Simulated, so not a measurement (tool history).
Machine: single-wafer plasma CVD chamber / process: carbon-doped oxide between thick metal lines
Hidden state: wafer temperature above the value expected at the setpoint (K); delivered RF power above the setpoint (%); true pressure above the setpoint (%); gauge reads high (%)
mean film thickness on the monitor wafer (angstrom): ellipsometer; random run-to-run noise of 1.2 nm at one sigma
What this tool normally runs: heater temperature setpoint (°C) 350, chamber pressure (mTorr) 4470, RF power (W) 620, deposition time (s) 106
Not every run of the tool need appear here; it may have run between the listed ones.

run,hour,heater temperature setpoint (°C),chamber pressure (mTorr),RF power (W),deposition time (s),wafers since the last listed run,hours since the last thermocouple change,hours since the last RF generator calibration,hours since the last manometer calibration,hours since the showerhead was replaced,hours since the gauge calibration,"read-back reference wafer on the same gauge, thickness_nm",mean film thickness on the monitor wafer (angstrom)
1,0,350,4470,620,106,0,674.4,1943.7,1783.1,5373.6,244.3,667.525,5851.07
2,27.5,359,4810,620,106,192,701.9,1971.2,1810.6,5401.1,271.8,668.104,5772.36
3,61.3,359,4810,620,106,237,735.7,2005,1844.4,5434.9,305.6,667.714,5760.56
4,85.4,359,4810,620,106,169,759.8,2029.1,1868.5,5459,329.7,667.84,5766.92
5,111.7,350,4470,620,106,184,786.1,2055.4,1894.8,5485.3,356,667.584,5837.84
6,200.4,350,4470,620,106,622,874.8,2144.1,1983.5,5574,444.7,667.772,5836.36
# hour 229.7: showerhead replaced
7,230.3,350,4470,620,106,153,904.7,2174,2013.4,0.6,474.6,667.976,5820.84
# hour 232.4: gauge calibrated
8,260.3,350,4470,620,106,210,934.7,2204,2043.4,30.6,27.9,667.931,5811.98
# hour 290.8: thermocouple changed; heater temperature recalibrated
9,291.3,341,5310,580,97,161,0.5,2235,2074.4,61.6,58.9,667.561,5372.89
10,305.9,350,4470,620,106,102,15.1,2249.6,2089,76.2,73.5,667.846,5889.64
# hour 333.5: RF generator calibrated
11,334.8,350,5340,620,106,146,44,1.3,2117.9,105.1,102.4,667.991,6014.92
# hour 359.6: capacitance manometer re-zeroed and calibrated
12,362.1,350,4470,620,106,135,71.3,28.6,2.5,132.4,129.7,667.737,5878.93
13,379.3,357,4470,620,122,120,88.5,45.8,19.7,149.6,146.9,668.16,6659.24
14,396.2,357,4470,550,106,118,105.4,62.7,36.6,166.5,163.8,668.21,5312.85
15,417.6,350,4470,620,106,150,126.8,84.1,58,187.9,185.2,668.349,5872.95
16,450.1,355,4470,495,106,227,159.3,116.6,90.5,220.4,217.7,668.263,4927.59

Below are 5 alternative next runs, each starting from the tool's condition after run 16. Predict each:
A,450.5,350,4470,540,106,2,159.7,117,90.9,220.8,218.1,?,?
B,450.5,345,4130,620,106,2,159.7,117,90.9,220.8,218.1,?,?
C,450.5,350,4470,620,91,2,159.7,117,90.9,220.8,218.1,?,?
D,450.5,350,5060,620,122,2,159.7,117,90.9,220.8,218.1,?,?
E,450.5,342,4070,730,97,2,159.7,117,90.9,220.8,218.1,?,?

run,"read-back reference wafer on the same gauge, thickness_nm",mean film thickness on the monitor wafer (angstrom)
A,667.975,5319.98
B,667.975,5904.53
C,667.975,5044.52
D,667.975,6841.77
E,667.975,6078.41
Without the tool's hidden state the same runs would have given:
run,mean film thickness on the monitor wafer (angstrom)
A,5351.77
B,5943.04
C,5074.67
D,6882.66
E,6118.45
